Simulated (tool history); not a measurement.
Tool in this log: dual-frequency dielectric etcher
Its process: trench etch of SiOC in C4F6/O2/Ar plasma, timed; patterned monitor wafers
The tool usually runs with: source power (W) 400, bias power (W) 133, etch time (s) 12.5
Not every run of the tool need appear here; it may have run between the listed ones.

run	hour	source power (W)	bias power (W)	etch time (s)	wafers since the last listed run	hours since the last wet clean	hours since the last source power generator calibration	hours since the last bias power generator calibration	hours since the last upper electrode change	hours since the gauge calibration	read-back reference wafer on the same gauge, depth_nm	mean etch depth across the wafer (Å)
1	0	400	133	12.5	0	127.6	3478	1520.1	4855.4	191.7	19.81	230.3
2	36.2	400	133	12.5	502	163.8	3514.2	1556.3	4891.6	227.9	19.8	228.4
3	71.2	360	133	12.5	486	198.8	3549.2	1591.3	4926.6	262.9	19.79	221.8
4	135.6	360	133	12.5	894	263.2	3613.6	1655.7	4991	327.3	19.76	220.7
5	194.2	400	133	14	813	321.8	3672.2	1714.3	5049.6	385.9	19.82	253.8
# hour 237.7: wet clean of the chamber
6	257.3	400	133	12.5	543	19.6	3735.3	1777.4	5112.7	449	19.77	235
7	293.4	480	133	12.5	501	55.7	3771.4	1813.5	5148.8	485.1	19.76	243.8
8	318.2	370	133	12.5	344	80.5	3796.2	1838.3	5173.6	509.9	19.82	229.1
9	388.1	400	133	12.5	970	150.4	3866.1	1908.2	5243.5	579.8	19.77	229.6
10	426.4	400	133	12.5	531	188.7	3904.4	1946.5	5281.8	618.1	19.8	231.3
11	470.3	400	133	12.5	609	232.6	3948.3	1990.4	5325.7	662	19.79	230.1
12	528.6	400	133	12.5	809	290.9	4006.6	2048.7	5384	720.3	19.8	228
# hour 574.5: wet clean of the chamber
13	643	400	133	12.5	1255	68.5	4121	2163.1	5498.4	834.7	19.83	233.6
# hour 702.3: source power generator calibrated
14	707.3	440	133	12.5	837	132.8	5	2227.4	5562.7	899	19.82	238.3
# hour 753.1: upper electrode replaced
15	764.4	400	125	16.5	459	189.9	62.1	2284.5	11.3	956.1	19.81	295.9
16	806.5	340	143	14.5	584	232	104.2	2326.6	53.4	998.2	19.81	260.8
# hour 823.4: gauge calibrated
# hour 893.2: wet clean of the chamber
17	893.7	400	145	15.5	877	0.5	191.4	2413.8	140.6	70.3	19.8	298.4
18	909.8	400	161	14.5	223	16.6	207.5	2429.9	156.7	86.4	19.77	285.5
# hour 960.6: bias power generator calibrated
19	974.2	400	145	12.5	838	81	271.9	13.6	221.1	150.8	19.83	240.2
20	1034.6	400	133	12.5	838	141.4	332.3	74	281.5	211.2	19.82	231.8
21	1076.6	400	133	12.5	583	183.4	374.3	116	323.5	253.2	19.8	230.9
22	1116.9	400	133	12.5	559	223.7	414.6	156.3	363.8	293.5	19.85	228.7
23	1180.8	400	133	12.5	887	287.6	478.5	220.2	427.7	357.4	19.78	227.6
24	1231.6	310	147	15.5	705	338.4	529.3	271	478.5	408.2	19.82	270.5
# hour 1287.5: wet clean of the chamber
25	1288	480	159	10	449	0.5	585.7	327.4	534.9	464.6	19.85	205.6
26	1340	400	123	10	722	52.5	637.7	379.4	586.9	516.6	19.76	183.3

Consider 5 possible next runs. They are alternatives, not a sequence: every one starts from the tool as it was left by run 26. What does each give?
A	1340.4	400	133	12.5	5	52.9	638.1	379.8	587.3	517	?	?
B	1340.4	490	149	9	5	52.9	638.1	379.8	587.3	517	?	?
C	1340.4	440	133	13.5	5	52.9	638.1	379.8	587.3	517	?	?
D	1340.4	460	101	12.5	5	52.9	638.1	379.8	587.3	517	?	?
E	1340.4	400	114	12.5	5	52.9	638.1	379.8	587.3	517	?	?

run	read-back reference wafer on the same gauge, depth_nm	mean etch depth across the wafer (Å)
A	19.77	230.4
B	19.77	180.5
C	19.77	255.2
D	19.77	223.8
E	19.77	221.7
Without the tool's unlogged condition, the same runs would have read:
run	mean etch depth across the wafer (Å)
A	232.1
B	181.8
C	257.1
D	225.5
E	223.4
